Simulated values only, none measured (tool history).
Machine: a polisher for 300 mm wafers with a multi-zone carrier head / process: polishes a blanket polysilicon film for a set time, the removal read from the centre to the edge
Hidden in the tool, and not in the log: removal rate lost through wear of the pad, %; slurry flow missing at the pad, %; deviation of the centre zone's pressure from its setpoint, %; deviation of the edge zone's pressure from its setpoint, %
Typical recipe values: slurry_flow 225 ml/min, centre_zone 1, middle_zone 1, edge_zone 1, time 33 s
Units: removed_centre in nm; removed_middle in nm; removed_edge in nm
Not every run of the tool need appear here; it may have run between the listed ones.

| run | hour | slurry_flow | centre_zone | middle_zone | edge_zone | time | wafers since the last listed run | wafers polished on this pad | hours since the slurry nozzle was cleaned | hours since the centre zone pressure was calibrated | hours since the edge zone pressure was calibrated | hours since the carrier head's membrane was replaced | incoming thickness of the incoming film, nm | removed_centre | removed_middle | removed_edge |
|---|---|---|---|---|---|---|---|---|---|---|---|---|---|---|---|---|
| 1 | 0 | 225 | 1 | 1 | 0.91 | 33 | 0 | 2289 | 347 | 241.1 | 1098.5 | 1036.6 | 1686.6 | 196.5 | 198.6 | 188.5 |
| 2 | 30.1 | 225 | 1 | 1 | 1 | 33 | 314 | 2604 | 377.1 | 271.2 | 1128.6 | 1066.7 | 1666.5 | 195.2 | 196.9 | 192.3 |
|  | 52.5 | carrier head's membrane replaced by a new one |
| 3 | 53 | 225 | 1 | 1 | 1 | 33 | 186 | 2790 | 400 | 294.1 | 1151.5 | 0.5 | 1659.6 | 191.9 | 197.2 | 188.9 |
|  | 75.9 | worn pad replaced by a new one |
| 4 | 84.8 | 165 | 1 | 1 | 0.89 | 33 | 290 | 92 | 431.8 | 325.9 | 1183.3 | 32.3 | 1637.6 | 194.8 | 203.1 | 184.1 |
| 5 | 115.5 | 225 | 1 | 1 | 1 | 33 | 320 | 413 | 462.5 | 356.6 | 1214 | 63 | 1659.6 | 207.7 | 212.7 | 205.3 |
| 6 | 148 | 175 | 0.9 | 1 | 1.11 | 39 | 339 | 752 | 495 | 389.1 | 1246.5 | 95.5 | 1653.5 | 207.8 | 232.9 | 252.8 |
| 7 | 179.1 | 225 | 0.88 | 0.88 | 1.08 | 44 | 324 | 1077 | 526.1 | 420.2 | 1277.6 | 126.6 | 1637.9 | 240.2 | 259.5 | 282.2 |
| 8 | 205.5 | 280 | 1.1 | 0.95 | 0.88 | 33 | 275 | 1352 | 552.5 | 446.6 | 1304 | 153 | 1656 | 233.8 | 207.5 | 193.2 |
| 9 | 289.9 | 180 | 1 | 0.97 | 0.95 | 33 | 881 | 2234 | 636.9 | 531 | 1388.4 | 237.4 | 1637.6 | 188.7 | 189.2 | 184.2 |
|  | 319.9 | slurry nozzle cleaned |
| 10 | 322.6 | 225 | 1 | 1 | 1 | 33 | 330 | 2565 | 2.7 | 563.7 | 1421.1 | 270.1 | 1637.2 | 193.1 | 199.6 | 190.6 |
|  | 342.8 | edge zone pressure recalibrated |
| 11 | 350.8 | 300 | 1 | 1.08 | 1 | 30 | 273 | 2838 | 30.9 | 591.9 | 8 | 298.3 | 1634.9 | 176.9 | 188.6 | 171.8 |
|  | 359.3 | worn pad replaced by a new one |
| 12 | 370.2 | 225 | 0.9 | 1 | 1 | 33 | 160 | 113 | 50.3 | 611.3 | 27.4 | 317.7 | 1671.4 | 187.2 | 212.4 | 205.6 |
| 13 | 395.2 | 175 | 0.92 | 1.1 | 1 | 25 | 261 | 374 | 75.3 | 636.3 | 52.4 | 342.7 | 1624.7 | 138.9 | 164 | 153.4 |
| 14 | 425.9 | 225 | 1 | 1 | 1 | 33 | 320 | 694 | 106 | 667 | 83.1 | 373.4 | 1627.8 | 207.7 | 215 | 201.3 |
| 15 | 482.2 | 180 | 0.91 | 1.09 | 1 | 33 | 587 | 1282 | 162.3 | 723.3 | 139.4 | 429.7 | 1632 | 183.8 | 210.5 | 203.8 |
| 16 | 517.5 | 260 | 1 | 1 | 0.93 | 33 | 368 | 1651 | 197.6 | 758.6 | 174.7 | 465 | 1637.9 | 210.1 | 203.8 | 197.9 |
| 17 | 548.3 | 185 | 1.06 | 1.07 | 1 | 33 | 321 | 1972 | 228.4 | 789.4 | 205.5 | 495.8 | 1633.7 | 208.3 | 203.1 | 189 |
| 18 | 568 | 165 | 1 | 1.08 | 1 | 33 | 205 | 2178 | 248.1 | 809.1 | 225.2 | 515.5 | 1650.8 | 187.3 | 202.1 | 187.2 |
| 19 | 597.7 | 225 | 1 | 0.89 | 1 | 33 | 310 | 2488 | 277.8 | 838.8 | 254.9 | 545.2 | 1655.1 | 199 | 184.1 | 193.9 |
|  | 612.7 | centre zone pressure recalibrated |
| 20 | 616.3 | 150 | 1 | 1 | 1 | 40 | 173 | 2661 | 296.4 | 3.6 | 273.5 | 563.8 | 1641.7 | 215.8 | 216.6 | 222.9 |
|  | 639.6 | worn pad replaced by a new one |
| 21 | 640.1 | 155 | 1 | 1 | 1 | 33 | 206 | 5 | 320.2 | 27.4 | 297.3 | 587.6 | 1647.2 | 193 | 199.1 | 196.6 |

Here are 5 independent what-if runs from the current tool condition. What would each one return?
| A | 640.5 | 225 | 1 | 1 | 1 | 33 | 4 | 9 | 320.6 | 27.8 | 297.7 | 588 | 1634.7 | ? | ? | ? |
| B | 640.5 | 185 | 1.1 | 1 | 1.03 | 37 | 4 | 9 | 320.6 | 27.8 | 297.7 | 588 | 1634.7 | ? | ? | ? |
| C | 640.5 | 255 | 1 | 0.94 | 1 | 26 | 4 | 9 | 320.6 | 27.8 | 297.7 | 588 | 1634.7 | ? | ? | ? |
| D | 640.5 | 225 | 0.94 | 1 | 1.09 | 40 | 4 | 9 | 320.6 | 27.8 | 297.7 | 588 | 1634.7 | ? | ? | ? |
| E | 640.5 | 225 | 1.03 | 0.9 | 1 | 33 | 4 | 9 | 320.6 | 27.8 | 297.7 | 588 | 1634.7 | ? | ? | ? |

| run | removed_centre | removed_middle | removed_edge |
|---|---|---|---|
| A | 209.8 | 213.6 | 207.5 |
| B | 250 | 232 | 230.6 |
| C | 168.3 | 165.5 | 165.7 |
| D | 238.9 | 258.9 | 262.5 |
| E | 216 | 201.9 | 207.7 |
Take away the tool's hidden state, keep each run's random variation, and the runs would have read:
| run | removed_centre | removed_middle | removed_edge |
|---|---|---|---|
| A | 212 | 215.8 | 209.7 |
| B | 252.6 | 234.4 | 233 |
| C | 170.1 | 167.2 | 167.4 |
| D | 241.4 | 261.6 | 265.2 |
| E | 218.3 | 204 | 209.9 |

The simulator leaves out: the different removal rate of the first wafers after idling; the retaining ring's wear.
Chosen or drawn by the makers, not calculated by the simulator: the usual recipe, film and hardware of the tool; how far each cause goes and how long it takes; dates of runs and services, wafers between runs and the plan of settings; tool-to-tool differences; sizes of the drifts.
